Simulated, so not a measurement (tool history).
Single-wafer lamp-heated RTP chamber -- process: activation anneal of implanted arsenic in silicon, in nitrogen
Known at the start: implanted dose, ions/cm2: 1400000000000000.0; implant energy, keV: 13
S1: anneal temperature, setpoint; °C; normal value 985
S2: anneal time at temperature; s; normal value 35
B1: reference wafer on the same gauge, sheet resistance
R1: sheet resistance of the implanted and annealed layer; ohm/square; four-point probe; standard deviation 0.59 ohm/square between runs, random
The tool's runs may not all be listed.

run      day    S1  S2      B1      R1
  1    0.000   985  35  113.11  118.03
  2    1.904   985  35  113.12  116.43
       3.975  -- pyrometer window cleaned and pyrometer calibrated
  3    3.996   985  35  113.11  121.33
       4.762  -- reflector plate cleaned
  4    5.804   994  35  112.94  114.95
  5    7.862   985  35  113.15  119.36
  6    9.583   985  35  112.89  119.70
  7   13.692   985  35  112.80  119.67
  8   17.367   985  35  112.92  117.77
      24.838  -- reflector plate cleaned
  9   24.858   985  35  112.70  114.82
 10   26.608   985  35  112.81  113.91
      27.121  -- pyrometer window cleaned and pyrometer calibrated
 11   28.671   985  35  112.84  120.39
 12   30.817   985  35  112.92  121.78
 13   34.825   985  35  112.85  119.63
 14   39.146   985  35  113.09  118.67
 15   41.088   998  22  112.92  119.99
 16   43.775  1013  28  113.10  103.92
      46.258  -- reflector plate cleaned
      46.458  -- pyrometer window cleaned and pyrometer calibrated
 17   47.154   966  42  113.08  130.38
 18   51.342   985  52  112.96  111.35
 19   55.492   967  54  112.90  123.49
 20   57.979   985  35  112.98  118.44
 21   61.758   972  52  113.27  116.06
      64.429  -- pyrometer window cleaned and pyrometer calibrated
 22   65.029   985  35  113.15  119.51
 23   68.125   957  29  112.88  143.80
      70.038  -- reflector plate cleaned
 24   78.483   985  47  112.88  110.34
      79.708  -- gauge calibrated
 25   81.729  1009  24  112.98  109.22
      87.000  -- pyrometer window cleaned and pyrometer calibrated
 26   88.554   965  51  113.16  126.22
      89.338  -- reflector plate cleaned
 27   93.054   985  41  112.94  116.31
 28  104.783   985  51  113.00  106.79

3 options for the next run, each taken on its own from the tool as it stands now. Forecast them:
  A  104.800  1010  35   ?   ?
  B  104.800   961  40   ?   ?
  C  104.800  1009  50   ?   ?

run      B1      R1
  A  112.92  101.11
  B  112.92  130.97
  C  112.92   95.26
Without the tool's unlogged condition, the same runs would have read:
run      R1
  A  104.94
  B  136.46
  C   98.64
